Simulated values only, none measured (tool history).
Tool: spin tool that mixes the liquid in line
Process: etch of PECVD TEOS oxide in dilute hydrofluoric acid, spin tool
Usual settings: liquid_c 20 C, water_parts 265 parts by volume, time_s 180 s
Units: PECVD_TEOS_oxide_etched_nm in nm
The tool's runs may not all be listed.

| run | hour | liquid_c | water_parts | time_s | wafers since the last listed run | hours since the thermometer was replaced | hours since the hydrofluoric acid flow meter was replaced | hours since the gauge calibration | read-back film thickness of the PECVD TEOS oxide reference wafer, read on the same gauge (nm) | PECVD_TEOS_oxide_etched_nm |
|---|---|---|---|---|---|---|---|---|---|---|
| 1 | 0 | 20 | 265 | 180 | 0 | 348.6 | 1625.2 | 837.6 | 30.02 | 10.82 |
|  | 44.6 | hydrofluoric acid flow meter replaced |
| 2 | 45.8 | 20 | 265 | 180 | 220 | 394.4 | 1.2 | 883.4 | 30 | 10.83 |
| 3 | 88.6 | 20 | 265 | 180 | 210 | 437.2 | 44 | 926.2 | 29.96 | 10.8 |
| 4 | 126.4 | 20 | 265 | 180 | 185 | 475 | 81.8 | 964 | 29.98 | 10.89 |
| 5 | 422.9 | 20 | 265 | 180 | 1457 | 771.5 | 378.3 | 1260.5 | 29.99 | 10.75 |
|  | 482.8 | gauge calibrated |
| 6 | 483.5 | 20 | 265 | 180 | 297 | 832.1 | 438.9 | 0.7 | 29.98 | 10.73 |
| 7 | 579.9 | 20 | 265 | 180 | 473 | 928.5 | 535.3 | 97.1 | 29.99 | 10.74 |
| 8 | 678.4 | 20 | 265 | 180 | 484 | 1027 | 633.8 | 195.6 | 30 | 10.66 |
| 9 | 729.3 | 20 | 265 | 180 | 250 | 1077.9 | 684.7 | 246.5 | 29.98 | 10.73 |
| 10 | 837 | 20 | 265 | 180 | 529 | 1185.6 | 792.4 | 354.2 | 30.01 | 10.68 |
| 11 | 916.7 | 24 | 310 | 180 | 391 | 1265.3 | 872.1 | 433.9 | 30.01 | 10.1 |
| 12 | 972.9 | 24 | 310 | 180 | 276 | 1321.5 | 928.3 | 490.1 | 30.01 | 10.1 |
| 13 | 1009.8 | 20 | 350 | 180 | 181 | 1358.4 | 965.2 | 527 | 29.99 | 7.39 |
| 14 | 1047.1 | 20 | 265 | 180 | 183 | 1395.7 | 1002.5 | 564.3 | 29.99 | 10.68 |
| 15 | 1088.4 | 17 | 310 | 180 | 203 | 1437 | 1043.8 | 605.6 | 30.01 | 7.81 |
| 16 | 1167.8 | 23 | 265 | 130 | 390 | 1516.4 | 1123.2 | 685 | 29.97 | 8.57 |
| 17 | 1272 | 20 | 265 | 180 | 512 | 1620.6 | 1227.4 | 789.2 | 30.01 | 10.52 |
| 18 | 1308.1 | 22 | 320 | 95 | 177 | 1656.7 | 1263.5 | 825.3 | 29.98 | 4.73 |
| 19 | 1388.8 | 20 | 265 | 180 | 396 | 1737.4 | 1344.2 | 906 | 30 | 10.58 |
| 20 | 1437.5 | 17 | 265 | 180 | 239 | 1786.1 | 1392.9 | 954.7 | 29.99 | 9.36 |
| 21 | 1492.1 | 17 | 375 | 220 | 268 | 1840.7 | 1447.5 | 1009.3 | 30.01 | 7.4 |
|  | 1553.5 | hydrofluoric acid flow meter replaced |
|  | 1562.4 | thermometer replaced |
|  | 1631 | gauge calibrated |
| 22 | 1677.4 | 20 | 265 | 230 | 901 | 115 | 123.9 | 46.4 | 29.99 | 14.03 |
| 23 | 1741.3 | 20 | 265 | 180 | 314 | 178.9 | 187.8 | 110.3 | 30.03 | 10.82 |
| 24 | 1844.2 | 20 | 265 | 180 | 505 | 281.8 | 290.7 | 213.2 | 30 | 10.92 |
| 25 | 1945.1 | 21.5 | 355 | 180 | 495 | 382.7 | 391.6 | 314.1 | 29.98 | 7.86 |
| 26 | 2020.6 | 20 | 265 | 180 | 371 | 458.2 | 467.1 | 389.6 | 29.97 | 10.8 |
| 27 | 2070.2 | 23 | 140 | 285 | 243 | 507.8 | 516.7 | 439.2 | 29.99 | 41.21 |
| 28 | 2110.2 | 20 | 330 | 280 | 196 | 547.8 | 556.7 | 479.2 | 30.03 | 12.8 |
| 29 | 2202.3 | 20 | 265 | 180 | 452 | 639.9 | 648.8 | 571.3 | 29.99 | 10.74 |

What the log doesn't show, run by run:
hydrofluoric acid flow below the setpoint (%): 0 in every run
gauge reads high (%): 0 in every run
H1: liquid colder than its thermometer reads (K)
| run | H1 |
|---|---|
| 1 | 0.24 |
| 2 | 0.266 |
| 3 | 0.29 |
| 4 | 0.311 |
| 5 | 0.478 |
| 6 | 0.512 |
| 7 | 0.566 |
| 8 | 0.622 |
| 9 | 0.651 |
| 10 | 0.711 |
| 11 | 0.756 |
| 12 | 0.788 |
| 13 | 0.808 |
| 14 | 0.829 |
| 15 | 0.853 |
| 16 | 0.897 |
| 17 | 0.956 |
| 18 | 0.976 |
| 19 | 1.02 |
| 20 | 1.05 |
| 21 | 1.08 |
| 22 | 0.184 |
| 23 | 0.22 |
| 24 | 0.278 |
| 25 | 0.335 |
| 26 | 0.377 |
| 27 | 0.405 |
| 28 | 0.428 |
| 29 | 0.48 |
